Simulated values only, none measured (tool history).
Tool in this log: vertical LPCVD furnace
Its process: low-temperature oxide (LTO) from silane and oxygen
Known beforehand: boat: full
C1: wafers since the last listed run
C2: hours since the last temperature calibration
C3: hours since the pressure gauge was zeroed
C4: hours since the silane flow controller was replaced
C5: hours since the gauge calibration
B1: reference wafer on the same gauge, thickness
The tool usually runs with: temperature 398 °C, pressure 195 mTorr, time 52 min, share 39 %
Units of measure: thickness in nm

run 1 hour=0 | temperature=407 pressure=195 time=52 share=39 | C1=0 C2=525.6 C3=2672.4 C4=1174.1 C5=913.6 | B1=298.11 | thickness=413.4
run 2 hour=97 | temperature=407 pressure=195 time=52 share=39 | C1=1494 C2=622.6 C3=2769.4 C4=1271.1 C5=1010.6 | B1=298.1 | thickness=417.15
run 3 hour=150.3 | temperature=407 pressure=195 time=52 share=39 | C1=821 C2=675.9 C3=2822.7 C4=1324.4 C5=1063.9 | B1=298.15 | thickness=415.55
run 4 hour=192.3 | temperature=398 pressure=195 time=61.5 share=39 | C1=646 C2=717.9 C3=2864.7 C4=1366.4 C5=1105.9 | B1=298.27 | thickness=446.43
run 5 hour=290.1 | temperature=398 pressure=185 time=52 share=39 | C1=1506 C2=815.7 C3=2962.5 C4=1464.2 C5=1203.7 | B1=298.27 | thickness=359.68
run 6 hour=384.8 | temperature=398 pressure=185 time=52 share=39 | C1=1458 C2=910.4 C3=3057.2 C4=1558.9 C5=1298.4 | B1=297.7 | thickness=359.21
run 7 hour=439.3 | temperature=398 pressure=185 time=52 share=39 | C1=839 C2=964.9 C3=3111.7 C4=1613.4 C5=1352.9 | B1=298.03 | thickness=358.76
run 8 hour=505.5 | temperature=398 pressure=195 time=52 share=39 | C1=1019 C2=1031.1 C3=3177.9 C4=1679.6 C5=1419.1 | B1=298.1 | thickness=379.7
run 9 hour=551.8 | temperature=398 pressure=195 time=52 share=39 | C1=713 C2=1077.4 C3=3224.2 C4=1725.9 C5=1465.4 | B1=298.14 | thickness=377.91
run 10 hour=597.2 | temperature=398 pressure=195 time=52 share=39 | C1=699 C2=1122.8 C3=3269.6 C4=1771.3 C5=1510.8 | B1=298.26 | thickness=378.62
run 11 hour=674.8 | temperature=398 pressure=195 time=52 share=39 | C1=1195 C2=1200.4 C3=3347.2 C4=1848.9 C5=1588.4 | B1=298.19 | thickness=379.49
run 12 hour=738.6 | temperature=398 pressure=195 time=52 share=39 | C1=982 C2=1264.2 C3=3411 C4=1912.7 C5=1652.2 | B1=297.82 | thickness=381.25
-- hour=761.5 gauge calibrated
run 13 hour=783.7 | temperature=398 pressure=195 time=52 share=39 | C1=694 C2=1309.3 C3=3456.1 C4=1957.8 C5=22.2 | B1=297.89 | thickness=381.64
-- hour=836.2 silane flow controller replaced
run 14 hour=876 | temperature=398 pressure=195 time=52 share=39 | C1=1052 C2=1401.6 C3=3548.4 C4=39.8 C5=114.5 | B1=297.79 | thickness=382.15
run 15 hour=968.2 | temperature=398 pressure=195 time=52 share=39 | C1=1420 C2=1493.8 C3=3640.6 C4=132 C5=206.7 | B1=297.95 | thickness=382.33
run 16 hour=1050.5 | temperature=403 pressure=210 time=58.5 share=39 | C1=1267 C2=1576.1 C3=3722.9 C4=214.3 C5=289 | B1=297.85 | thickness=488.12
-- hour=1287.6 pressure gauge zeroed
run 17 hour=1338.8 | temperature=410 pressure=155 time=52 share=39 | C1=4071 C2=1864.4 C3=51.2 C4=502.6 C5=577.3 | B1=297.85 | thickness=332.72
run 18 hour=1430.5 | temperature=398 pressure=195 time=60 share=35 | C1=1412 C2=1956.1 C3=142.9 C4=594.3 C5=669 | B1=297.68 | thickness=366.4
-- hour=1487.8 thermocouples replaced and temperature profile calibrated
run 19 hour=1508.9 | temperature=391 pressure=175 time=41 share=35 | C1=837 C2=21.1 C3=221.3 C4=672.7 C5=747.4 | B1=297.82 | thickness=207.49
run 20 hour=1557.6 | temperature=398 pressure=195 time=52 share=39 | C1=750 C2=69.8 C3=270 C4=721.4 C5=796.1 | B1=297.98 | thickness=366.81
run 21 hour=1663.6 | temperature=398 pressure=215 time=52 share=46 | C1=1632 C2=175.8 C3=376 C4=827.4 C5=902.1 | B1=298.22 | thickness=481.39
run 22 hour=1727.5 | temperature=392 pressure=195 time=52 share=32 | C1=984 C2=239.7 C3=439.9 C4=891.3 C5=966 | B1=297.88 | thickness=261.47
run 23 hour=1793.1 | temperature=404 pressure=245 time=52 share=47 | C1=1010 C2=305.3 C3=505.5 C4=956.9 C5=1031.6 | B1=297.86 | thickness=599.77
run 24 hour=1866.5 | temperature=398 pressure=195 time=52 share=39 | C1=1130 C2=378.7 C3=578.9 C4=1030.3 C5=1105 | B1=297.99 | thickness=367.66
run 25 hour=2072.4 | temperature=398 pressure=195 time=52 share=39 | C1=3171 C2=584.6 C3=784.8 C4=1236.2 C5=1310.9 | B1=297.89 | thickness=366.9
run 26 hour=2131.6 | temperature=392 pressure=150 time=60 share=33 | C1=911 C2=643.8 C3=844 C4=1295.4 C5=1370.1 | B1=297.84 | thickness=244.37
run 27 hour=2227.1 | temperature=398 pressure=195 time=52 share=39 | C1=1471 C2=739.3 C3=939.5 C4=1390.9 C5=1465.6 | B1=298.08 | thickness=366.9

5 options for the next run, each taken on its own from the tool as it stands now. Forecast them:
run A hour=2231 | temperature=398 pressure=195 time=52 share=35 | C1=60 C2=743.2 C3=943.4 C4=1394.8 C5=1469.5 | B1=? | thickness=?
run B hour=2231 | temperature=398 pressure=160 time=34.5 share=39 | C1=60 C2=743.2 C3=943.4 C4=1394.8 C5=1469.5 | B1=? | thickness=?
run C hour=2231 | temperature=392 pressure=175 time=34 share=39 | C1=60 C2=743.2 C3=943.4 C4=1394.8 C5=1469.5 | B1=? | thickness=?
run D hour=2231 | temperature=398 pressure=210 time=52 share=39 | C1=60 C2=743.2 C3=943.4 C4=1394.8 C5=1469.5 | B1=? | thickness=?
run E hour=2231 | temperature=390 pressure=145 time=32 share=46 | C1=60 C2=743.2 C3=943.4 C4=1394.8 C5=1469.5 | B1=? | thickness=?

run=A B1=298.07 thickness=319.47
run=B B1=298.07 thickness=199.99
run=C B1=298.07 thickness=201.35
run=D B1=298.07 thickness=395.38
run=E B1=298.07 thickness=185.54
Stripped of hidden state, with their random variation kept, the same runs would have yielded:
run=A thickness=318.77
run=B thickness=199.46
run=C thickness=200.86
run=D thickness=394.58
run=E thickness=184.99

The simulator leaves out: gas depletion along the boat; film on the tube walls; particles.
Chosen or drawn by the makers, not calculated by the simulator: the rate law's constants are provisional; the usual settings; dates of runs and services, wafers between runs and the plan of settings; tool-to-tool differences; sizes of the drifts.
